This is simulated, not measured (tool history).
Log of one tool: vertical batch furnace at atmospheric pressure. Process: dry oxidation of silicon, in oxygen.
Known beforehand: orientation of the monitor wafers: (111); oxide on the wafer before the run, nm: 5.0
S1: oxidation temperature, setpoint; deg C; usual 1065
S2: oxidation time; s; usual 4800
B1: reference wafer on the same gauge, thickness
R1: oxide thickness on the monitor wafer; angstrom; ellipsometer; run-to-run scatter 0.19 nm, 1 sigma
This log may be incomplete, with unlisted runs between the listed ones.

run 1 hour=0.0 | S1=1065 S2=4800 | B1=137.18 | R1=1284.4
run 2 hour=59.1 | S1=1065 S2=4800 | B1=137.35 | R1=1286.7
run 3 hour=103.4 | S1=1065 S2=4800 | B1=137.50 | R1=1289.8
run 4 hour=119.8 | S1=1076 S2=6630 | B1=137.61 | R1=1671.0
run 5 hour=135.4 | S1=1076 S2=6630 | B1=137.64 | R1=1672.1
-- hour=160.4 boat lift adjusted
run 6 hour=160.9 | S1=1085 S2=4800 | B1=137.67 | R1=1457.6
run 7 hour=166.6 | S1=1085 S2=4800 | B1=137.75 | R1=1461.5
run 8 hour=172.2 | S1=1065 S2=4800 | B1=137.77 | R1=1287.8
run 9 hour=180.9 | S1=1065 S2=4800 | B1=137.78 | R1=1287.4
run 10 hour=190.7 | S1=1065 S2=4800 | B1=137.80 | R1=1290.5
-- hour=221.9 thermocouples replaced and temperature profile calibrated
run 11 hour=222.4 | S1=1065 S2=4800 | B1=137.92 | R1=1286.6
run 12 hour=228.0 | S1=1075 S2=5490 | B1=137.93 | R1=1488.7
run 13 hour=238.2 | S1=1072 S2=5700 | B1=137.97 | R1=1489.2
run 14 hour=252.7 | S1=1046 S2=3960 | B1=138.05 | R1=1024.8
run 15 hour=274.5 | S1=1065 S2=3300 | B1=138.11 | R1=1026.7
-- hour=282.6 gauge calibrated
run 16 hour=295.5 | S1=1077 S2=6630 | B1=137.05 | R1=1678.3
run 17 hour=306.8 | S1=1081 S2=3000 | B1=137.06 | R1=1059.8
run 18 hour=315.2 | S1=1088 S2=7050 | B1=137.11 | R1=1860.9

Forecast run 19:
run 19 hour=339.1 | S1=1078 S2=3720 | B1=? | R1=?

Run 19 came out at B1 137.13, R1 1187.3 angstrom.
On a tool with no hidden condition, and with the same random variation, this run would have come out at R1 1185.6 angstrom.

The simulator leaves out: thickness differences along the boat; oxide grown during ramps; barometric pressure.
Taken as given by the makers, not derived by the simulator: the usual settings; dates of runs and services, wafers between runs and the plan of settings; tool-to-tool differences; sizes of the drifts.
